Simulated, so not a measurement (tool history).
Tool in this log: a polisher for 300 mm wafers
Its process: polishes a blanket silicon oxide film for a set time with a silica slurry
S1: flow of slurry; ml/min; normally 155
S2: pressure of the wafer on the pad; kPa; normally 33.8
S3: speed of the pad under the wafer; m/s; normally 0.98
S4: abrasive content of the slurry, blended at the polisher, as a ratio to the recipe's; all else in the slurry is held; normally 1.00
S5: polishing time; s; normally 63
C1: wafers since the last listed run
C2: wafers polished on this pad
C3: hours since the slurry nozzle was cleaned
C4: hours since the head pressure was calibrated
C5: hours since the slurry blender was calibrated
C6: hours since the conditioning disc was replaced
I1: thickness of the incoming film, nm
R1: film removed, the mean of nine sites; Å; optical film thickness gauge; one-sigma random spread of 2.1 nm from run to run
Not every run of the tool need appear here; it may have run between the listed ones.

run   hour   S1    S2    S3    S4  S5   C1    C2     C3     C4     C5     C6      I1    R1
  1    0.0  155  33.8  0.98  1.00  63    0    31  180.8  547.2  326.9  138.7  1279.6  1813
  2   13.6  155  33.8  0.98  1.00  63  107   139  194.4  560.8  340.5  152.3  1293.8  1804
      18.7  -- slurry blender recalibrated
  3   47.3  155  33.8  0.98  1.00  63  251   390  228.1  594.5   28.6  186.0  1293.9  1937
  4   70.8  155  33.8  0.88  1.00  63  186   576  251.6  618.0   52.1  209.5  1296.6  1774
  5   98.5  155  33.8  0.88  1.00  63  219   796  279.3  645.7   79.8  237.2  1265.3  1760
     110.4  -- head pressure recalibrated
     111.1  -- slurry nozzle cleaned
  6  131.9  155  33.8  0.98  1.00  63  243  1039   20.8   21.5  113.2  270.6  1305.8  1919
     150.0  -- conditioning disc replaced and pad reconditioned
  7  150.5  155  33.8  0.98  1.00  63  131  1170   39.4   40.1  131.8    0.5  1302.2  1919
  8  174.1  195  41.4  1.06  1.00  63  186  1357   63.0   63.7  155.4   24.1  1286.4  2539
     181.1  -- worn pad replaced by a new one
  9  206.1  155  40.0  0.66  1.00  74  221   198   95.0   95.7  187.4   56.1  1290.1  1923
 10  239.9  155  33.8  1.28  1.00  73  267   466  128.8  129.5  221.2   89.9  1262.2  2648
 11  257.6  175  33.8  0.98  1.00  63  140   606  146.5  147.2  238.9  107.6  1271.1  1868
 12  275.7  155  33.8  0.98  1.00  63  143   749  164.6  165.3  257.0  125.7  1306.6  1867
 13  289.4  155  24.1  0.98  1.15  63  108   858  178.3  179.0  270.7  139.4  1281.0  1372
 14  317.7  155  33.8  0.98  1.00  63  224  1082  206.6  207.3  299.0  167.7  1280.4  1834
 15  331.2  135  33.8  0.98  0.90  63  106  1189  220.1  220.8  312.5  181.2  1267.8  1690
     337.3  -- slurry blender recalibrated
     354.0  -- worn pad replaced by a new one
 16  365.2  155  33.8  1.18  1.00  63  221    88  254.1  254.8   27.9  215.2  1288.8  2289
     379.0  -- slurry nozzle cleaned
 17  399.5  155  24.8  0.98  1.00  63  263   352   20.5  289.1   62.2  249.5  1263.1  1433
 18  412.3  155  33.8  0.98  1.00  63  101   454   33.3  301.9   75.0  262.3  1299.1  1903
     420.7  -- conditioning disc replaced and pad reconditioned
 19  426.4  155  44.1  0.82  0.75  70   95   549   47.4  316.0   89.1    5.7  1269.8  2231
 20  451.7  205  26.9  1.22  1.15  63  200   750   72.7  341.3  114.4   31.0  1277.6  2003
 21  477.9  155  26.2  1.18  1.00  63  207   958   98.9  367.5  140.6   57.2  1278.7  1712
     497.2  -- worn pad replaced by a new one
 22  502.5  190  33.8  0.82  1.25  63  163    42  123.5  392.1  165.2   81.8  1287.7  1846
 23  530.5  130  31.0  0.80  1.00  84  221   264  151.5  420.1  193.2  109.8  1289.9  1869
 24  550.5  155  33.8  1.08  1.00  63  158   422  171.5  440.1  213.2  129.8  1303.2  2051

Here are 5 independent what-if runs from the current tool condition. What would each one return?
  A  550.9  125  33.8  0.98  1.00  63   3  425  171.9  440.5  213.6  130.2  1298.3   ?
  B  550.9  155  36.5  0.98  1.15  63   3  425  171.9  440.5  213.6  130.2  1298.3   ?
  C  550.9  110  33.8  0.64  1.10  63   3  425  171.9  440.5  213.6  130.2  1298.3   ?
  D  550.9  155  26.2  0.98  1.00  63   3  425  171.9  440.5  213.6  130.2  1298.3   ?
  E  550.9  125  33.8  1.08  1.00  63   3  425  171.9  440.5  213.6  130.2  1298.3   ?

run    R1
  A  1795
  B  2131
  C  1294
  D  1456
  E  1936
What these runs would have given with no unlogged condition in the tool:
run    R1
  A  1891
  B  2238
  C  1360
  D  1533
  E  2039

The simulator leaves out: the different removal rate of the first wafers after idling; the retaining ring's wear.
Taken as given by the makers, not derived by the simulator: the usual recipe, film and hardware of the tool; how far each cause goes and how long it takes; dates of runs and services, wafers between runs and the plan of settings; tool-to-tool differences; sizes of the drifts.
